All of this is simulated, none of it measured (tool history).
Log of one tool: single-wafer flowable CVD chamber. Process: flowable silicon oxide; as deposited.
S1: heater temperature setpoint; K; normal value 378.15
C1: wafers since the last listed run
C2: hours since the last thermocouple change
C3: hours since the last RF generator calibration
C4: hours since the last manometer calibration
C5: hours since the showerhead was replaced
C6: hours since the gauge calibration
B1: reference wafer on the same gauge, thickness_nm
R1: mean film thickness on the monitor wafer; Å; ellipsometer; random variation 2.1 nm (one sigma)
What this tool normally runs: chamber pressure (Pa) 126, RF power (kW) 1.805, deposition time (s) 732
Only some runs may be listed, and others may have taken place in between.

{"run": 1, "day": 0.0, "S1": 378.15, "chamber pressure (Pa)": 126, "RF power (kW)": 1.805, "deposition time (s)": 732, "C1": 0, "C2": 1499.2, "C3": 1487.3, "C4": 422.2, "C5": 5323.6, "C6": 15.4, "B1": 499.437, "R1": 4412.48}
{"run": 2, "day": 1.521, "S1": 378.15, "chamber pressure (Pa)": 126, "RF power (kW)": 1.805, "deposition time (s)": 732, "C1": 61, "C2": 1535.7, "C3": 1523.8, "C4": 458.7, "C5": 5360.1, "C6": 51.9, "B1": 500.118, "R1": 4390.47}
{"run": 3, "day": 2.204, "S1": 378.15, "chamber pressure (Pa)": 126, "RF power (kW)": 1.805, "deposition time (s)": 732, "C1": 27, "C2": 1552.1, "C3": 1540.2, "C4": 475.1, "C5": 5376.5, "C6": 68.3, "B1": 500.015, "R1": 4334.73}
{"run": 4, "day": 3.096, "S1": 378.15, "chamber pressure (Pa)": 126, "RF power (kW)": 1.805, "deposition time (s)": 732, "C1": 36, "C2": 1573.5, "C3": 1561.6, "C4": 496.5, "C5": 5397.9, "C6": 89.7, "B1": 499.648, "R1": 4349.61}
{"run": 5, "day": 4.188, "S1": 378.15, "chamber pressure (Pa)": 126, "RF power (kW)": 1.805, "deposition time (s)": 732, "C1": 44, "C2": 1599.7, "C3": 1587.8, "C4": 522.7, "C5": 5424.1, "C6": 115.9, "B1": 499.617, "R1": 4389.41}
{"run": 6, "day": 5.458, "S1": 389.15, "chamber pressure (Pa)": 149.1, "RF power (kW)": 1.455, "deposition time (s)": 592, "C1": 51, "C2": 1630.2, "C3": 1618.3, "C4": 553.2, "C5": 5454.6, "C6": 146.4, "B1": 500.03, "R1": 2855.23}
{"run": 7, "day": 6.392, "S1": 378.15, "chamber pressure (Pa)": 126, "RF power (kW)": 1.805, "deposition time (s)": 732, "C1": 37, "C2": 1652.6, "C3": 1640.7, "C4": 575.6, "C5": 5477, "C6": 168.8, "B1": 499.329, "R1": 4365.77}
{"run": 8, "day": 7.85, "S1": 378.15, "chamber pressure (Pa)": 126, "RF power (kW)": 1.7, "deposition time (s)": 688, "C1": 59, "C2": 1687.6, "C3": 1675.7, "C4": 610.6, "C5": 5512, "C6": 203.8, "B1": 499.942, "R1": 4049.5}
{"run": 9, "day": 8.588, "S1": 368.15, "chamber pressure (Pa)": 126, "RF power (kW)": 2.075, "deposition time (s)": 732, "C1": 29, "C2": 1705.3, "C3": 1693.4, "C4": 628.3, "C5": 5529.7, "C6": 221.5, "B1": 500.093, "R1": 6024.05}
{"run": 10, "day": 9.642, "S1": 378.15, "chamber pressure (Pa)": 126, "RF power (kW)": 1.805, "deposition time (s)": 732, "C1": 42, "C2": 1730.6, "C3": 1718.7, "C4": 653.6, "C5": 5555, "C6": 246.8, "B1": 499.817, "R1": 4370.59}
{"day": 10.229, "done": "showerhead replaced"}
{"run": 11, "day": 10.521, "S1": 378.15, "chamber pressure (Pa)": 126, "RF power (kW)": 1.805, "deposition time (s)": 732, "C1": 22, "C2": 1751.7, "C3": 1739.8, "C4": 674.7, "C5": 7, "C6": 267.9, "B1": 500.434, "R1": 4342.94}
{"day": 11.571, "done": "thermocouple changed; heater temperature recalibrated"}
{"run": 12, "day": 11.858, "S1": 378.15, "chamber pressure (Pa)": 95.1, "RF power (kW)": 1.805, "deposition time (s)": 732, "C1": 40, "C2": 6.9, "C3": 1771.9, "C4": 706.8, "C5": 39.1, "C6": 300, "B1": 499.57, "R1": 3492.53}
{"run": 13, "day": 13.125, "S1": 378.15, "chamber pressure (Pa)": 126, "RF power (kW)": 1.805, "deposition time (s)": 732, "C1": 51, "C2": 37.3, "C3": 1802.3, "C4": 737.2, "C5": 69.5, "C6": 330.4, "B1": 499.544, "R1": 4621.59}
{"day": 13.754, "done": "RF generator calibrated"}
{"run": 14, "day": 14.375, "S1": 378.15, "chamber pressure (Pa)": 126, "RF power (kW)": 1.805, "deposition time (s)": 732, "C1": 37, "C2": 67.3, "C3": 14.9, "C4": 767.2, "C5": 99.5, "C6": 360.4, "B1": 499.88, "R1": 4645.83}
{"run": 15, "day": 15.958, "S1": 378.15, "chamber pressure (Pa)": 126, "RF power (kW)": 1.805, "deposition time (s)": 732, "C1": 64, "C2": 105.3, "C3": 52.9, "C4": 805.2, "C5": 137.5, "C6": 398.4, "B1": 499.984, "R1": 4671.72}
{"day": 17.683, "done": "capacitance manometer re-zeroed and calibrated"}
{"run": 16, "day": 17.704, "S1": 387.15, "chamber pressure (Pa)": 140.1, "RF power (kW)": 2.065, "deposition time (s)": 732, "C1": 57, "C2": 147.2, "C3": 94.8, "C4": 0.5, "C5": 179.4, "C6": 440.3, "B1": 500.136, "R1": 4030.22}
{"run": 17, "day": 18.45, "S1": 378.15, "chamber pressure (Pa)": 143.7, "RF power (kW)": 1.805, "deposition time (s)": 732, "C1": 30, "C2": 165.1, "C3": 112.7, "C4": 18.4, "C5": 197.3, "C6": 458.2, "B1": 500.157, "R1": 5198.97}
{"run": 18, "day": 19.679, "S1": 369.15, "chamber pressure (Pa)": 134.3, "RF power (kW)": 1.675, "deposition time (s)": 732, "C1": 49, "C2": 194.6, "C3": 142.2, "C4": 47.9, "C5": 226.8, "C6": 487.7, "B1": 499.907, "R1": 6125.8}
{"run": 19, "day": 20.575, "S1": 378.15, "chamber pressure (Pa)": 111.5, "RF power (kW)": 1.805, "deposition time (s)": 732, "C1": 36, "C2": 216.1, "C3": 163.7, "C4": 69.4, "C5": 248.3, "C6": 509.2, "B1": 499.915, "R1": 4030.35}
{"run": 20, "day": 22.346, "S1": 378.15, "chamber pressure (Pa)": 126, "RF power (kW)": 1.805, "deposition time (s)": 685, "C1": 71, "C2": 258.6, "C3": 206.2, "C4": 111.9, "C5": 290.8, "C6": 551.7, "B1": 499.54, "R1": 4245.39}
{"run": 21, "day": 23.708, "S1": 370.15, "chamber pressure (Pa)": 102.5, "RF power (kW)": 2.08, "deposition time (s)": 777, "C1": 55, "C2": 291.3, "C3": 238.9, "C4": 144.6, "C5": 323.5, "C6": 584.4, "B1": 499.756, "R1": 5132.66}
{"run": 22, "day": 24.554, "S1": 369.15, "chamber pressure (Pa)": 126, "RF power (kW)": 1.805, "deposition time (s)": 732, "C1": 34, "C2": 311.6, "C3": 259.2, "C4": 164.9, "C5": 343.8, "C6": 604.7, "B1": 500.173, "R1": 5883.04}
{"run": 23, "day": 25.858, "S1": 378.15, "chamber pressure (Pa)": 126, "RF power (kW)": 2.025, "deposition time (s)": 732, "C1": 52, "C2": 342.9, "C3": 290.5, "C4": 196.2, "C5": 375.1, "C6": 636, "B1": 499.793, "R1": 4654.5}
{"run": 24, "day": 26.567, "S1": 378.15, "chamber pressure (Pa)": 101.9, "RF power (kW)": 1.9, "deposition time (s)": 732, "C1": 28, "C2": 359.9, "C3": 307.5, "C4": 213.2, "C5": 392.1, "C6": 653, "B1": 499.91, "R1": 3731.42}
{"run": 25, "day": 27.5, "S1": 378.15, "chamber pressure (Pa)": 126, "RF power (kW)": 1.965, "deposition time (s)": 839, "C1": 37, "C2": 382.3, "C3": 329.9, "C4": 235.6, "C5": 414.5, "C6": 675.4, "B1": 500.154, "R1": 5322.71}
{"run": 26, "day": 28.358, "S1": 378.15, "chamber pressure (Pa)": 134.3, "RF power (kW)": 1.805, "deposition time (s)": 732, "C1": 34, "C2": 402.9, "C3": 350.5, "C4": 256.2, "C5": 435.1, "C6": 696, "B1": 499.864, "R1": 4808.6}
{"run": 27, "day": 29.362, "S1": 378.15, "chamber pressure (Pa)": 126, "RF power (kW)": 1.805, "deposition time (s)": 732, "C1": 40, "C2": 427, "C3": 374.6, "C4": 280.3, "C5": 459.2, "C6": 720.1, "B1": 499.866, "R1": 4526.6}

Predict each of these 5 candidate next runs independently; none follows another, all start after run 27:
{"run": "A", "day": 29.388, "S1": 378.15, "chamber pressure (Pa)": 126, "RF power (kW)": 1.805, "deposition time (s)": 732, "C1": 1, "C2": 427.6, "C3": 375.2, "C4": 280.9, "C5": 459.8, "C6": 720.7, "B1": "?", "R1": "?"}
{"run": "B", "day": 29.388, "S1": 386.15, "chamber pressure (Pa)": 126, "RF power (kW)": 1.805, "deposition time (s)": 793, "C1": 1, "C2": 427.6, "C3": 375.2, "C4": 280.9, "C5": 459.8, "C6": 720.7, "B1": "?", "R1": "?"}
{"run": "C", "day": 29.388, "S1": 378.15, "chamber pressure (Pa)": 148.8, "RF power (kW)": 1.805, "deposition time (s)": 732, "C1": 1, "C2": 427.6, "C3": 375.2, "C4": 280.9, "C5": 459.8, "C6": 720.7, "B1": "?", "R1": "?"}
{"run": "D", "day": 29.388, "S1": 378.15, "chamber pressure (Pa)": 126, "RF power (kW)": 1.805, "deposition time (s)": 602, "C1": 1, "C2": 427.6, "C3": 375.2, "C4": 280.9, "C5": 459.8, "C6": 720.7, "B1": "?", "R1": "?"}
{"run": "E", "day": 29.388, "S1": 378.15, "chamber pressure (Pa)": 108.5, "RF power (kW)": 1.805, "deposition time (s)": 732, "C1": 1, "C2": 427.6, "C3": 375.2, "C4": 280.9, "C5": 459.8, "C6": 720.7, "B1": "?", "R1": "?"}

run=A B1=500.058 R1=4512.53
run=B B1=500.058 R1=3887.03
run=C B1=500.058 R1=5315.08
run=D B1=500.058 R1=3711.13
run=E B1=500.058 R1=3884.64
With no hidden state in the tool, these same runs would have given:
run=A R1=4484.63
run=B R1=3862.84
run=C R1=5285.33
run=D R1=3688.18
run=E R1=3859.29

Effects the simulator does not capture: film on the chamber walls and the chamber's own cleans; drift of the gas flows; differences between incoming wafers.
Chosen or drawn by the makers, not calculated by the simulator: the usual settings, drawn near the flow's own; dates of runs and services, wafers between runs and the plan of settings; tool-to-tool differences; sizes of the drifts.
